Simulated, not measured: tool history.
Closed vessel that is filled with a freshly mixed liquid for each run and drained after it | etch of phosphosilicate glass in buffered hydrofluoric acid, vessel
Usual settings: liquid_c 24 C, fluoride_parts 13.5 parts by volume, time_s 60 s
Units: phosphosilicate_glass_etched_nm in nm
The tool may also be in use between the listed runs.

run,hour,liquid_c,fluoride_parts,time_s,wafers since the last listed run,hours since the thermometer was replaced,hours since the hydrofluoric acid flow meter was replaced,hours since the gauge calibration,"read-back film thickness of the phosphosilicate glass reference wafer, read on the same gauge (nm)",phosphosilicate_glass_etched_nm
1,0,24,13.5,60,0,1678.9,334.1,609.5,30.01,177.44
2,21.8,24,15.5,60,1929,1700.7,355.9,631.3,29.99,155.74
# hour 28.8: thermometer replaced
3,42.5,24,15.5,60,1744,13.7,376.6,652,29.99,134.31
4,69,24,15.5,60,2346,40.2,403.1,678.5,30,134.75
5,96.2,24,13.5,60,2408,67.4,430.3,705.7,30.01,152.78
6,111.2,24,13.5,60,1327,82.4,445.3,720.7,30.02,152.08
7,138.4,28,13.5,75,2408,109.6,472.5,747.9,30,242.34
8,163.2,24,13.5,65,2195,134.4,497.3,772.7,29.99,168.42
9,175.3,24,13.5,35,1071,146.5,509.4,784.8,30.01,90.16
# hour 199.9: hydrofluoric acid flow meter replaced
10,207.7,24,13.5,35,2779,178.9,7.8,817.2,29.99,98.16
11,241.7,24,10,35,3010,212.9,41.8,851.2,29.99,131.68
12,263.1,21,13.5,60,1894,234.3,63.2,872.6,30.03,141.4
13,294.3,22.5,8.5,75,2762,265.5,94.4,903.8,30.01,290.67
14,313,24,13.5,80,1655,284.2,113.1,922.5,29.99,218.94
15,332,24,16,60,1682,303.2,132.1,941.5,30,138.69
# hour 394.2: gauge calibrated
16,423.7,29,15,90,8118,394.9,223.8,29.5,29.99,294.4
17,453.1,22.5,13.5,30,2602,424.3,253.2,58.9,30.01,74.63
18,472.5,25.5,15,60,1717,443.7,272.6,78.3,30,159.76
19,492.1,24,13.5,30,1735,463.3,292.2,97.9,30.01,80.92
20,505.5,24,9,60,1186,476.7,305.6,111.3,30,238.69
21,519.5,24,17,50,1239,490.7,319.6,125.3,30.04,106.24

Run 22 comes next. What will it give?
22,539.1,27.5,13.5,50,1735,510.3,339.2,144.9,?,?

read-back film thickness of the phosphosilicate glass reference wafer, read on the same gauge (nm): 29.99
phosphosilicate_glass_etched_nm: 163.04 nm
Without the tool's hidden state the same run would have given phosphosilicate_glass_etched_nm 163.91 nm.
